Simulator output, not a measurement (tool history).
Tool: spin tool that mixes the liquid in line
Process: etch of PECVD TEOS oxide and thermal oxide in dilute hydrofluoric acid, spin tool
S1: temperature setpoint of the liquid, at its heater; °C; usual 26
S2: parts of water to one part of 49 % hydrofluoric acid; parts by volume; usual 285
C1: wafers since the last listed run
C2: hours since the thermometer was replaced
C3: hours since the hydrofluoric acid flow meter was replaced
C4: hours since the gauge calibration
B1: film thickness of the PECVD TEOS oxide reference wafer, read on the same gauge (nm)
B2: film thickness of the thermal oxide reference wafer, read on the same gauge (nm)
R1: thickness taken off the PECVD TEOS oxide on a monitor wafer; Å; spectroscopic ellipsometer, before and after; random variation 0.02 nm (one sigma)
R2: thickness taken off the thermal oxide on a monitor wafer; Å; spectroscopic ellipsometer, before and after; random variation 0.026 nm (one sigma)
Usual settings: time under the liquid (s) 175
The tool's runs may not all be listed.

Run 1, hour 0: usual settings but S2 210 parts by volume; C1 0; C2 2177.1; C3 1509.8; C4 13.2; B1 90.02; B2 140.011. Result: R1 78.3 Å, R2 41.44 Å.
Run 2, hour 9.1: usual settings; C1 59; C2 2186.2; C3 1518.9; C4 22.3; B1 90.01; B2 139.99. Result: R1 53.7 Å, R2 28.76 Å.
Run 3, hour 17.5: usual settings; C1 54; C2 2194.6; C3 1527.3; C4 30.7; B1 89.98; B2 139.999. Result: R1 53.7 Å, R2 28.66 Å.
Run 4, hour 30.5: usual settings; C1 84; C2 2207.6; C3 1540.3; C4 43.7; B1 90.01; B2 140.006. Result: R1 53.9 Å, R2 28.87 Å.
Run 5, hour 67.9: usual settings; C1 244; C2 2245; C3 1577.7; C4 81.1; B1 90.03; B2 140.002. Result: R1 53.6 Å, R2 29.24 Å.
Run 6, hour 82.5: usual settings; C1 95; C2 2259.6; C3 1592.3; C4 95.7; B1 89.99; B2 139.991. Result: R1 53.7 Å, R2 28.98 Å.
Run 7, hour 89.7: usual settings; C1 47; C2 2266.8; C3 1599.5; C4 102.9; B1 90; B2 139.999. Result: R1 53.5 Å, R2 29.27 Å.
Run 8, hour 104.2: usual settings; C1 94; C2 2281.3; C3 1614; C4 117.4; B1 90; B2 139.988. Result: R1 53.4 Å, R2 28.83 Å.
Run 9, hour 151.1: usual settings but S2 225 parts by volume; C1 306; C2 2328.2; C3 1660.9; C4 164.3; B1 89.98; B2 139.994. Result: R1 72.3 Å, R2 38.64 Å.
Run 10, hour 161: usual settings but S2 225 parts by volume; C1 64; C2 2338.1; C3 1670.8; C4 174.2; B1 90.03; B2 140.007. Result: R1 71.8 Å, R2 39.12 Å.
Run 11, hour 167.4: usual settings but S1 28 °C, S2 205 parts by volume, time under the liquid (s) 75; C1 41; C2 2344.5; C3 1677.2; C4 180.6; B1 90.02; B2 139.99. Result: R1 37.3 Å, R2 20.12 Å.
Run 12, hour 183: usual settings but S1 24 °C, S2 360 parts by volume, time under the liquid (s) 145; C1 101; C2 2360.1; C3 1692.8; C4 196.2; B1 89.99; B2 140.005. Result: R1 30.5 Å, R2 16.78 Å.
Run 13, hour 200.4: usual settings but S1 21.5 °C; C1 113; C2 2377.5; C3 1710.2; C4 213.6; B1 89.99; B2 139.992. Result: R1 45.6 Å, R2 24.52 Å.
Run 14, hour 213.2: usual settings but S1 29.5 °C, S2 210 parts by volume, time under the liquid (s) 205; C1 83; C2 2390.3; C3 1723; C4 226.4; B1 90.01; B2 140.017. Result: R1 103.6 Å, R2 56.93 Å.
At hour 216.3: thermometer replaced.
Run 15, hour 222.4: usual settings but S1 30.5 °C, S2 355 parts by volume, time under the liquid (s) 105; C1 53; C2 6.1; C3 1732.2; C4 235.6; B1 90.04; B2 139.985. Result: R1 31.1 Å, R2 16.88 Å.
Run 16, hour 232.5: usual settings; C1 66; C2 16.2; C3 1742.3; C4 245.7; B1 89.99; B2 139.982. Result: R1 59.4 Å, R2 32.4 Å.
At hour 233.4: gauge calibrated.
At hour 234.2: hydrofluoric acid flow meter replaced.
Run 17, hour 276.7: usual settings but S1 24 °C, S2 360 parts by volume, time under the liquid (s) 145; C1 282; C2 60.4; C3 42.5; C4 43.3; B1 89.99; B2 140.03. Result: R1 29.9 Å, R2 15.84 Å.
Run 18, hour 289.8: usual settings; C1 85; C2 73.5; C3 55.6; C4 56.4; B1 90; B2 139.999. Result: R1 52.5 Å, R2 29.13 Å.
Run 19, hour 307.3: usual settings but S1 29.5 °C, S2 380 parts by volume; C1 114; C2 91; C3 73.1; C4 73.9; B1 89.98; B2 140.007. Result: R1 40.1 Å, R2 21.77 Å.
Run 20, hour 315.3: usual settings but S1 24 °C, S2 245 parts by volume; C1 52; C2 99; C3 81.1; C4 81.9; B1 90.01; B2 140.033. Result: R1 59.1 Å, R2 32.24 Å.
Run 21, hour 329.3: usual settings but time under the liquid (s) 225; C1 91; C2 113; C3 95.1; C4 95.9; B1 90.01; B2 139.981. Result: R1 67.7 Å, R2 36.77 Å.
Run 22, hour 345.1: usual settings but S1 29.5 °C, time under the liquid (s) 75; C1 103; C2 128.8; C3 110.9; C4 111.7; B1 89.99; B2 139.99. Result: R1 25.5 Å, R2 13.92 Å.
Run 23, hour 356.2: usual settings but S1 24.5 °C, S2 330 parts by volume, time under the liquid (s) 80; C1 72; C2 139.9; C3 122; C4 122.8; B1 89.99; B2 139.986. Result: R1 18.8 Å, R2 10.26 Å.
Run 24, hour 370.9: usual settings but S2 170 parts by volume; C1 96; C2 154.6; C3 136.7; C4 137.5; B1 89.98; B2 139.979. Result: R1 99.3 Å, R2 55.02 Å.
Run 25, hour 378.7: usual settings but S1 24 °C, S2 360 parts by volume, time under the liquid (s) 145; C1 50; C2 162.4; C3 144.5; C4 145.3; B1 89.99; B2 139.991. Result: R1 30.1 Å, R2 16.32 Å.
Run 26, hour 391.8: usual settings but S1 24 °C, S2 215 parts by volume, time under the liquid (s) 115; C1 85; C2 175.5; C3 157.6; C4 158.4; B1 89.98; B2 140.01. Result: R1 46 Å, R2 25.08 Å.

Forecast each of these 4 alternatives for the next run:
Run A, hour 392.3: usual settings; C1 3; C2 176; C3 158.1; C4 158.9; B1 ?; B2 ?. Result: R1 ?, R2 ?.
Run B, hour 392.3: usual settings but S1 30.5 °C, S2 390 parts by volume; C1 3; C2 176; C3 158.1; C4 158.9; B1 ?; B2 ?. Result: R1 ?, R2 ?.
Run C, hour 392.3: usual settings but S2 185 parts by volume; C1 3; C2 176; C3 158.1; C4 158.9; B1 ?; B2 ?. Result: R1 ?, R2 ?.
Run D, hour 392.3: usual settings but time under the liquid (s) 130; C1 3; C2 176; C3 158.1; C4 158.9; B1 ?; B2 ?. Result: R1 ?, R2 ?.

run  B1       B2    R1     R2
  A  90  139.997  52.7  28.24
  B  90  139.997  40.1  21.51
  C  90  139.997  90.2  48.32
  D  90  139.997  39.1  20.97
Without the tool's hidden state the same runs would have given:
run    R1     R2
  A  50.8  27.24
  B  38.5  20.66
  C  87.2  46.76
  D  37.7  20.23
